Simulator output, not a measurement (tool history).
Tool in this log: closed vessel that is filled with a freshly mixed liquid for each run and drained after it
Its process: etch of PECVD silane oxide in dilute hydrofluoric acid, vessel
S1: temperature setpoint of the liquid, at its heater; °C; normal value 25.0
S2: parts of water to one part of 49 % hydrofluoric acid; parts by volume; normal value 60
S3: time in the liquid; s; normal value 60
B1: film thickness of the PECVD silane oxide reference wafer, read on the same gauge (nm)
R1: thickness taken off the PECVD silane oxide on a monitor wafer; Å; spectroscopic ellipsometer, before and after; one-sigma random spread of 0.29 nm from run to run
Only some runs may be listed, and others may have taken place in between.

| run | hour | S1 | S2 | S3 | B1 | R1 |
|---|---|---|---|---|---|---|
| 1 | 0.0 | 25.0 | 70 | 75 | 99.99 | 591.6 |
| 2 | 57.0 | 25.0 | 60 | 60 | 100.00 | 562.8 |
| 3 | 85.3 | 25.0 | 60 | 60 | 99.99 | 561.3 |
| 4 | 148.9 | 25.0 | 60 | 60 | 99.98 | 569.3 |
| 5 | 210.5 | 25.0 | 60 | 60 | 100.01 | 568.3 |
| 6 | 269.7 | 22.5 | 60 | 60 | 100.02 | 515.6 |
| 7 | 298.1 | 22.5 | 60 | 60 | 100.00 | 513.8 |
| 8 | 328.3 | 25.0 | 60 | 60 | 99.97 | 569.7 |
|  | 360.7 | thermometer replaced |
| 9 | 378.4 | 25.0 | 60 | 60 | 100.01 | 601.7 |
| 10 | 414.1 | 25.0 | 60 | 60 | 99.99 | 605.4 |
|  | 445.2 | gauge calibrated |
|  | 461.4 | hydrofluoric acid flow meter replaced |
| 11 | 469.8 | 23.0 | 60 | 75 | 99.97 | 697.8 |
|  | 499.5 | thermometer replaced, repeated, since the last time left the tool worse |
| 12 | 592.3 | 25.0 | 60 | 45 | 99.99 | 401.7 |

Forecast run 13:
| 13 | 647.1 | 25.0 | 60 | 60 | ? | ? |

B1: 100.03
R1: 537.6 Å
With no hidden state in the tool, this same run would have given R1 530.9 Å.
